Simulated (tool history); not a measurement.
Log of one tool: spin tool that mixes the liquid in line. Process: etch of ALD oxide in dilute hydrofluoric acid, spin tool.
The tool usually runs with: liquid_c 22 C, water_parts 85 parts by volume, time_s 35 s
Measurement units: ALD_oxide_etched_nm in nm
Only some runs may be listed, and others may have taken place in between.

run     day  liquid_c  water_parts  time_s  read-back film thickness of the ALD oxide reference wafer, read on the same gauge (nm)  ALD_oxide_etched_nm
  1       0      24.5           55      35                                                                                   39.99                15.51
  2   3.467        22           85      35                                                                                   39.98                 8.64
  3   6.971        22           85      50                                                                                   39.96                12.28
  4   9.212        22           85      50                                                                                   39.99                 12.3
  5  12.492        22           85      35                                                                                      40                 8.55
  6  16.333        22           85      35                                                                                   39.97                 8.43
     18.167  -- thermometer replaced
  7    19.5        22           85      35                                                                                   39.99                 8.46
     20.621  -- hydrofluoric acid flow meter replaced
  8  22.321        22           85      35                                                                                      40                 8.89
      22.65  -- gauge calibrated
  9  26.154        22           85      20                                                                                   39.97                 5.09
 10  27.692        17           85      25                                                                                   40.01                 5.18
 11  31.875        25          100      50                                                                                   40.01                11.86
 12  34.988        22           60      35                                                                                   40.01                12.93
 13  38.146        22           85      35                                                                                   39.96                 8.73
 14  40.279        26           65      35                                                                                   40.01                13.44
 15  43.729        22           85      35                                                                                      40                 8.63
 16  47.108      18.5           85      55                                                                                   39.99                11.52

For run 17, what comes out?
 17  48.967        22          110      45                                                                                       ?                    ?

Run 17 measured read-back film thickness of the ALD oxide reference wafer, read on the same gauge (nm) 40.01, ALD_oxide_etched_nm 8.22 nm.
Take away the tool's hidden state, keep the run-to-run variation as it was, and the same run would have given ALD_oxide_etched_nm 8.6 nm.

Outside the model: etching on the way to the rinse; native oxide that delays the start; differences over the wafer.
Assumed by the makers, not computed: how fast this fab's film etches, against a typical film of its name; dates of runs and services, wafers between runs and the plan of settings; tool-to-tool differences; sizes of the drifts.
